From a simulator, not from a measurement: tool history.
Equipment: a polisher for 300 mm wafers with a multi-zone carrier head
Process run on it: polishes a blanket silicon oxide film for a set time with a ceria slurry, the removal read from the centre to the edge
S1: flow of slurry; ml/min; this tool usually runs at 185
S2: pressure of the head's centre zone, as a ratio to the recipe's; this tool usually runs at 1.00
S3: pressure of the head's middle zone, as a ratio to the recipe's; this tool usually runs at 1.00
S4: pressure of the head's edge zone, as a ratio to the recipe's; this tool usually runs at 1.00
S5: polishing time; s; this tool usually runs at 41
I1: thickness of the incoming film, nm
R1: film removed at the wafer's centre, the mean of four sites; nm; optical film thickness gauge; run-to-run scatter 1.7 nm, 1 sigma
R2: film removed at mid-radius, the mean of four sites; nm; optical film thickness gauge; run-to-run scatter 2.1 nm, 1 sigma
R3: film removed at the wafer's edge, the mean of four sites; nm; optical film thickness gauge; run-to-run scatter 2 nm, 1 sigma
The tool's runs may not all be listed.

{"run": 1, "day": 0.0, "S1": 185, "S2": 1.0, "S3": 1.0, "S4": 1.08, "S5": 47, "I1": 1745.1, "R1": 168.4, "R2": 170.5, "R3": 181.2}
{"run": 2, "day": 0.733, "S1": 185, "S2": 1.0, "S3": 1.0, "S4": 1.0, "S5": 41, "I1": 1772.1, "R1": 146.5, "R2": 148.2, "R3": 153.4}
{"run": 3, "day": 1.046, "S1": 185, "S2": 1.0, "S3": 1.0, "S4": 1.0, "S5": 41, "I1": 1766.4, "R1": 148.0, "R2": 146.8, "R3": 149.7}
{"run": 4, "day": 1.329, "S1": 240, "S2": 1.0, "S3": 1.05, "S4": 1.12, "S5": 41, "I1": 1776.0, "R1": 148.9, "R2": 156.8, "R3": 154.6}
{"run": 5, "day": 1.912, "S1": 205, "S2": 1.0, "S3": 1.11, "S4": 0.9, "S5": 47, "I1": 1755.4, "R1": 164.4, "R2": 177.4, "R3": 159.4}
{"run": 6, "day": 2.3, "S1": 185, "S2": 1.0, "S3": 1.0, "S4": 1.0, "S5": 41, "I1": 1756.8, "R1": 139.5, "R2": 139.2, "R3": 144.1}
{"day": 3.012, "done": "worn pad replaced by a new one"}
{"run": 7, "day": 3.033, "S1": 140, "S2": 1.0, "S3": 1.0, "S4": 0.88, "S5": 50, "I1": 1750.8, "R1": 175.6, "R2": 178.2, "R3": 179.2}
{"day": 3.362, "done": "slurry nozzle cleaned"}
{"run": 8, "day": 3.767, "S1": 185, "S2": 1.0, "S3": 1.0, "S4": 1.0, "S5": 49, "I1": 1761.4, "R1": 183.2, "R2": 191.2, "R3": 190.1}
{"run": 9, "day": 4.488, "S1": 185, "S2": 1.0, "S3": 1.0, "S4": 1.0, "S5": 41, "I1": 1728.7, "R1": 157.3, "R2": 158.2, "R3": 156.2}
{"day": 4.979, "done": "carrier head's membrane replaced by a new one"}
{"run": 10, "day": 5.0, "S1": 185, "S2": 1.08, "S3": 1.0, "S4": 1.06, "S5": 37, "I1": 1740.1, "R1": 146.3, "R2": 138.3, "R3": 143.7}
{"run": 11, "day": 5.95, "S1": 185, "S2": 1.0, "S3": 1.0, "S4": 1.0, "S5": 41, "I1": 1769.5, "R1": 151.0, "R2": 155.6, "R3": 154.3}
{"run": 12, "day": 6.617, "S1": 185, "S2": 1.1, "S3": 1.0, "S4": 1.0, "S5": 41, "I1": 1736.8, "R1": 166.7, "R2": 152.7, "R3": 157.0}
{"run": 13, "day": 7.183, "S1": 185, "S2": 1.06, "S3": 1.0, "S4": 1.0, "S5": 41, "I1": 1746.6, "R1": 160.0, "R2": 148.5, "R3": 157.3}
{"run": 14, "day": 7.458, "S1": 185, "S2": 1.0, "S3": 0.9, "S4": 1.0, "S5": 32, "I1": 1724.5, "R1": 115.3, "R2": 107.2, "R3": 120.3}
{"run": 15, "day": 8.179, "S1": 220, "S2": 1.0, "S3": 1.0, "S4": 1.0, "S5": 41, "I1": 1740.6, "R1": 151.2, "R2": 152.7, "R3": 153.1}
{"run": 16, "day": 8.904, "S1": 185, "S2": 1.0, "S3": 1.0, "S4": 0.93, "S5": 41, "I1": 1772.3, "R1": 141.3, "R2": 143.6, "R3": 142.8}
{"run": 17, "day": 9.562, "S1": 185, "S2": 1.0, "S3": 0.95, "S4": 0.95, "S5": 41, "I1": 1751.7, "R1": 142.7, "R2": 138.4, "R3": 144.4}
{"run": 18, "day": 10.004, "S1": 185, "S2": 1.0, "S3": 1.0, "S4": 1.0, "S5": 41, "I1": 1746.5, "R1": 140.5, "R2": 145.1, "R3": 143.7}
{"day": 10.583, "done": "worn pad replaced by a new one"}
{"run": 19, "day": 10.604, "S1": 225, "S2": 1.0, "S3": 1.0, "S4": 1.0, "S5": 41, "I1": 1725.7, "R1": 162.3, "R2": 164.0, "R3": 163.4}
{"run": 20, "day": 10.712, "S1": 185, "S2": 1.0, "S3": 1.0, "S4": 1.06, "S5": 41, "I1": 1765.0, "R1": 157.2, "R2": 157.8, "R3": 163.2}
{"run": 21, "day": 11.208, "S1": 185, "S2": 0.92, "S3": 1.0, "S4": 1.06, "S5": 41, "I1": 1750.5, "R1": 145.6, "R2": 154.0, "R3": 163.8}

5 ways to go on from here, each from the tool as it stands after run 21. What would each give?
{"run": "A", "day": 11.225, "S1": 185, "S2": 1.0, "S3": 1.0, "S4": 1.0, "S5": 41, "I1": 1748.9, "R1": "?", "R2": "?", "R3": "?"}
{"run": "B", "day": 11.225, "S1": 185, "S2": 0.94, "S3": 1.0, "S4": 0.94, "S5": 41, "I1": 1748.9, "R1": "?", "R2": "?", "R3": "?"}
{"run": "C", "day": 11.225, "S1": 185, "S2": 1.0, "S3": 0.94, "S4": 1.1, "S5": 54, "I1": 1748.9, "R1": "?", "R2": "?", "R3": "?"}
{"run": "D", "day": 11.225, "S1": 160, "S2": 0.95, "S3": 1.0, "S4": 1.04, "S5": 29, "I1": 1748.9, "R1": "?", "R2": "?", "R3": "?"}
{"run": "E", "day": 11.225, "S1": 185, "S2": 1.05, "S3": 1.06, "S4": 1.0, "S5": 41, "I1": 1748.9, "R1": "?", "R2": "?", "R3": "?"}

run=A R1=155.3 R2=154.1 R3=159.4
run=B R1=145.9 R2=154.2 R3=156.1
run=C R1=204.5 R2=194.7 R3=217.3
run=D R1=101.2 R2=106.1 R3=112.0
run=E R1=163.2 R2=160.3 R3=159.3
Stripped of hidden state, with their random variation kept, the same runs would have yielded:
run=A R1=155.6 R2=154.4 R3=159.7
run=B R1=146.2 R2=154.5 R3=156.4
run=C R1=204.9 R2=195.1 R3=217.7
run=D R1=101.4 R2=106.3 R3=112.3
run=E R1=163.5 R2=160.6 R3=159.6
